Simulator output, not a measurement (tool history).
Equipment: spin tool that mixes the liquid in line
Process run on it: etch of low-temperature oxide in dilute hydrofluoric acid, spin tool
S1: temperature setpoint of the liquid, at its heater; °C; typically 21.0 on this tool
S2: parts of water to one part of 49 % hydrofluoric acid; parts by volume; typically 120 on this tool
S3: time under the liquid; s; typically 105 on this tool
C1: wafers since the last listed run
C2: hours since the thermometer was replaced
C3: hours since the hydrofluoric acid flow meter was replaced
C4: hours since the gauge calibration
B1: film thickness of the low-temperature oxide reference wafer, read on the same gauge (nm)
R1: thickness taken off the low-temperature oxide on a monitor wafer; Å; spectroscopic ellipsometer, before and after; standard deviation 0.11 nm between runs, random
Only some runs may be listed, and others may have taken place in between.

run,hour,S1,S2,S3,C1,C2,C3,C4,B1,R1
1,0.0,21.0,120,105,0,1664.0,1097.7,300.0,149.08,172.3
2,39.0,19.5,120,105,368,1703.0,1136.7,339.0,148.94,162.3
3,71.4,19.5,120,105,305,1735.4,1169.1,371.4,148.84,160.3
# hour 75.6: hydrofluoric acid flow meter replaced
4,131.4,21.0,85,105,556,1795.4,55.8,431.4,148.58,250.7
5,196.0,21.0,85,105,609,1860.0,120.4,496.0,148.26,251.4
6,225.0,19.0,120,75,273,1889.0,149.4,525.0,148.10,111.6
7,285.0,21.0,120,105,566,1949.0,209.4,585.0,147.76,171.6
8,324.2,25.0,120,145,369,1988.2,248.6,624.2,147.50,271.5
9,364.2,21.0,70,125,377,2028.2,288.6,664.2,147.24,365.6
# hour 397.7: thermometer replaced
10,401.7,21.0,145,145,344,4.0,326.1,701.7,146.98,186.6
11,456.5,21.0,100,85,517,58.8,380.9,756.5,146.54,166.8
12,482.3,18.5,120,105,243,84.6,406.7,782.3,146.33,152.0
13,524.4,18.5,160,75,397,126.7,448.8,824.4,145.95,78.2
14,557.3,21.0,120,105,310,159.6,481.7,857.3,145.68,166.2
15,581.9,18.5,60,155,232,184.2,506.3,881.9,145.45,479.0
16,622.9,21.0,175,160,386,225.2,547.3,922.9,145.09,163.9
17,663.1,22.5,120,105,379,265.4,587.5,963.1,144.67,176.6
18,695.5,26.0,155,105,305,297.8,619.9,995.5,144.33,148.4
19,719.5,17.0,75,150,226,321.8,643.9,1019.5,144.08,338.6
20,785.5,21.0,120,105,622,387.8,709.9,1085.5,143.34,163.6
21,832.9,21.0,120,105,447,435.2,757.3,1132.9,142.80,163.8
# hour 936.1: gauge calibrated
22,978.6,21.0,120,160,1375,580.9,903.0,42.5,150.11,261.1
23,1023.9,18.5,75,105,427,626.2,948.3,87.8,150.07,263.0
24,1087.9,21.0,150,105,604,690.2,1012.3,151.8,149.98,133.1
25,1156.1,21.0,120,105,643,758.4,1080.5,220.0,149.88,172.9
26,1208.8,21.0,175,130,497,811.1,1133.2,272.7,149.69,138.8
27,1256.2,21.0,120,105,447,858.5,1180.6,320.1,149.54,171.6
28,1300.8,17.5,60,145,420,903.1,1225.2,364.7,149.43,436.1
# hour 1372.0: hydrofluoric acid flow meter replaced
29,1372.5,24.5,145,130,667,974.8,0.5,436.4,149.09,198.1
30,1407.0,21.0,120,105,325,1009.3,35.0,470.9,148.94,170.6
31,1433.4,19.0,175,155,249,1035.7,61.4,497.3,148.80,150.9
32,1465.4,21.0,160,145,302,1067.7,93.4,529.3,148.64,169.3

Across each entry between runs, compare the hidden state at the last listed run before it with the hidden state at the first listed run after it:
Run 3 -> run 4: hydrofluoric acid flow meter replaced (hour 75.6)
  gauge reads high (%): -0.784 -> -0.953
  measured minus no-state result, R1: -1.3 -> -2.4 Å
Run 9 -> run 10: thermometer replaced (hour 397.7)
  gauge reads high (%): -1.85 -> -2.03
  measured minus no-state result, R1: -6.8 -> -3.9 Å
Run 21 -> run 22: gauge calibrated (hour 936.1)
  gauge reads high (%): -4.8 -> 0.069
  measured minus no-state result, R1: -8.3 -> +0.2 Å
Run 28 -> run 29: hydrofluoric acid flow meter replaced (hour 1372.0)
  gauge reads high (%): -0.391 -> -0.592
  measured minus no-state result, R1: -1.7 -> -1.1 Å
